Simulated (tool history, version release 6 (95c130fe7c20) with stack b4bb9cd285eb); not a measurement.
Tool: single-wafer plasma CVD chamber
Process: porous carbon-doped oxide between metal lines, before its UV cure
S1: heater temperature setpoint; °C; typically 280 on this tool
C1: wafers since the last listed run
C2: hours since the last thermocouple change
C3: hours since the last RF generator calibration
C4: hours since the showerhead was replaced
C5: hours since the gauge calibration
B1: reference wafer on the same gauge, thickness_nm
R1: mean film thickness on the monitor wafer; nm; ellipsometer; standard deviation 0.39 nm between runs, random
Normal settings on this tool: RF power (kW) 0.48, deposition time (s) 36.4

run 1 day=0 | S1=284 RF_power_(kW)=0.48 deposition_time_(s)=36.4 | C1=0 C2=1909.2 C3=1087.6 C4=6330.1 C5=141.2 | B1=250.944 | R1=209.153
run 2 day=0.525 | S1=284 RF_power_(kW)=0.48 deposition_time_(s)=36.4 | C1=211 C2=1921.8 C3=1100.2 C4=6342.7 C5=153.8 | B1=250.925 | R1=208.882
run 3 day=1.283 | S1=272 RF_power_(kW)=0.48 deposition_time_(s)=38.4 | C1=304 C2=1940 C3=1118.4 C4=6360.9 C5=172 | B1=251.209 | R1=235.026
run 4 day=1.875 | S1=272 RF_power_(kW)=0.48 deposition_time_(s)=38.4 | C1=237 C2=1954.2 C3=1132.6 C4=6375.1 C5=186.2 | B1=250.967 | R1=235.962
run 5 day=3.242 | S1=272 RF_power_(kW)=0.48 deposition_time_(s)=38.4 | C1=549 C2=1987 C3=1165.4 C4=6407.9 C5=219 | B1=251.107 | R1=234.74
run 6 day=4.033 | S1=280 RF_power_(kW)=0.48 deposition_time_(s)=36.4 | C1=318 C2=2006 C3=1184.4 C4=6426.9 C5=238 | B1=251.022 | R1=213.472
run 7 day=5.067 | S1=280 RF_power_(kW)=0.48 deposition_time_(s)=36.4 | C1=415 C2=2030.8 C3=1209.2 C4=6451.7 C5=262.8 | B1=250.951 | R1=212.03
run 8 day=5.971 | S1=280 RF_power_(kW)=0.48 deposition_time_(s)=36.4 | C1=363 C2=2052.5 C3=1230.9 C4=6473.4 C5=284.5 | B1=250.954 | R1=212.438
run 9 day=6.588 | S1=280 RF_power_(kW)=0.45 deposition_time_(s)=36.4 | C1=247 C2=2067.3 C3=1245.7 C4=6488.2 C5=299.3 | B1=250.995 | R1=205.331
run 10 day=7.562 | S1=280 RF_power_(kW)=0.45 deposition_time_(s)=36.4 | C1=391 C2=2090.7 C3=1269.1 C4=6511.6 C5=322.7 | B1=250.927 | R1=205.522
run 11 day=8.917 | S1=285 RF_power_(kW)=0.53 deposition_time_(s)=36.4 | C1=544 C2=2123.2 C3=1301.6 C4=6544.1 C5=355.2 | B1=250.969 | R1=216.303
run 12 day=9.833 | S1=280 RF_power_(kW)=0.48 deposition_time_(s)=36.4 | C1=368 C2=2145.2 C3=1323.6 C4=6566.1 C5=377.2 | B1=251.059 | R1=212.729
run 13 day=11.079 | S1=280 RF_power_(kW)=0.48 deposition_time_(s)=36.4 | C1=500 C2=2175.1 C3=1353.5 C4=6596 C5=407.1 | B1=250.994 | R1=212.15
run 14 day=11.829 | S1=280 RF_power_(kW)=0.48 deposition_time_(s)=36.4 | C1=301 C2=2193.1 C3=1371.5 C4=6614 C5=425.1 | B1=250.923 | R1=211.029
-- day=12.325 thermocouple changed; heater temperature recalibrated
run 15 day=12.988 | S1=280 RF_power_(kW)=0.53 deposition_time_(s)=36.4 | C1=331 C2=15.9 C3=1399.3 C4=6641.8 C5=452.9 | B1=251.188 | R1=214.914
-- day=12.996 gauge calibrated
run 16 day=13.946 | S1=280 RF_power_(kW)=0.48 deposition_time_(s)=42.7 | C1=385 C2=38.9 C3=1422.3 C4=6664.8 C5=22.8 | B1=250.927 | R1=239.813
run 17 day=15.121 | S1=274 RF_power_(kW)=0.48 deposition_time_(s)=36.4 | C1=472 C2=67.1 C3=1450.5 C4=6693 C5=51 | B1=251.098 | R1=211.364
-- day=16.221 RF generator calibrated
run 18 day=16.358 | S1=280 RF_power_(kW)=0.48 deposition_time_(s)=36.4 | C1=363 C2=96.8 C3=3.3 C4=6722.7 C5=80.7 | B1=251.049 | R1=213.817
run 19 day=17.55 | S1=280 RF_power_(kW)=0.4 deposition_time_(s)=36.4 | C1=479 C2=125.4 C3=31.9 C4=6751.3 C5=109.3 | B1=250.879 | R1=195.909
-- day=18.712 showerhead replaced
run 20 day=18.95 | S1=272 RF_power_(kW)=0.48 deposition_time_(s)=38.4 | C1=428 C2=159 C3=65.5 C4=5.7 C5=142.9 | B1=251.05 | R1=235.571
run 21 day=19.675 | S1=271 RF_power_(kW)=0.515 deposition_time_(s)=36.4 | C1=291 C2=176.4 C3=82.9 C4=23.1 C5=160.3 | B1=250.809 | R1=232.28
run 22 day=20.967 | S1=289 RF_power_(kW)=0.555 deposition_time_(s)=33.6 | C1=519 C2=207.4 C3=113.9 C4=54.1 C5=191.3 | B1=250.793 | R1=201.552
run 23 day=21.729 | S1=274 RF_power_(kW)=0.405 deposition_time_(s)=38.9 | C1=306 C2=225.7 C3=132.2 C4=72.4 C5=209.6 | B1=250.919 | R1=218.047
run 24 day=22.733 | S1=290 RF_power_(kW)=0.45 deposition_time_(s)=40.1 | C1=403 C2=249.8 C3=156.3 C4=96.5 C5=233.7 | B1=251.067 | R1=216.321
run 25 day=23.858 | S1=280 RF_power_(kW)=0.48 deposition_time_(s)=36.4 | C1=452 C2=276.8 C3=183.3 C4=123.5 C5=260.7 | B1=251.034 | R1=213.074
run 26 day=24.554 | S1=291 RF_power_(kW)=0.48 deposition_time_(s)=41.9 | C1=279 C2=293.5 C3=200 C4=140.2 C5=277.4 | B1=250.998 | R1=230.305
run 27 day=25.462 | S1=280 RF_power_(kW)=0.48 deposition_time_(s)=36.4 | C1=365 C2=315.3 C3=221.8 C4=162 C5=299.2 | B1=250.94 | R1=213.795
run 28 day=26.479 | S1=294 RF_power_(kW)=0.415 deposition_time_(s)=41.7 | C1=408 C2=339.7 C3=246.2 C4=186.4 C5=323.6 | B1=250.888 | R1=211.097
run 29 day=27.846 | S1=280 RF_power_(kW)=0.42 deposition_time_(s)=29.6 | C1=549 C2=372.5 C3=279 C4=219.2 C5=356.4 | B1=251.045 | R1=164.321

Consider 4 possible next runs. They are alternatives, not a sequence: every one starts from the tool as it was left by run 29. What does each give?
run A day=27.862 | S1=280 RF_power_(kW)=0.48 deposition_time_(s)=36.4 | C1=6 C2=372.9 C3=279.4 C4=219.6 C5=356.8 | B1=? | R1=?
run B day=27.862 | S1=280 RF_power_(kW)=0.425 deposition_time_(s)=32.6 | C1=6 C2=372.9 C3=279.4 C4=219.6 C5=356.8 | B1=? | R1=?
run C day=27.862 | S1=291 RF_power_(kW)=0.44 deposition_time_(s)=36.4 | C1=6 C2=372.9 C3=279.4 C4=219.6 C5=356.8 | B1=? | R1=?
run D day=27.862 | S1=287 RF_power_(kW)=0.48 deposition_time_(s)=36.4 | C1=6 C2=372.9 C3=279.4 C4=219.6 C5=356.8 | B1=? | R1=?

run=A B1=250.936 R1=214.178
run=B B1=250.936 R1=181.455
run=C B1=250.936 R1=193.59
run=D B1=250.936 R1=206.065
With the hidden condition removed and each run's random variation left untouched, the same runs would have given:
run=A R1=214.626
run=B R1=181.971
run=C R1=194.164
run=D R1=206.514
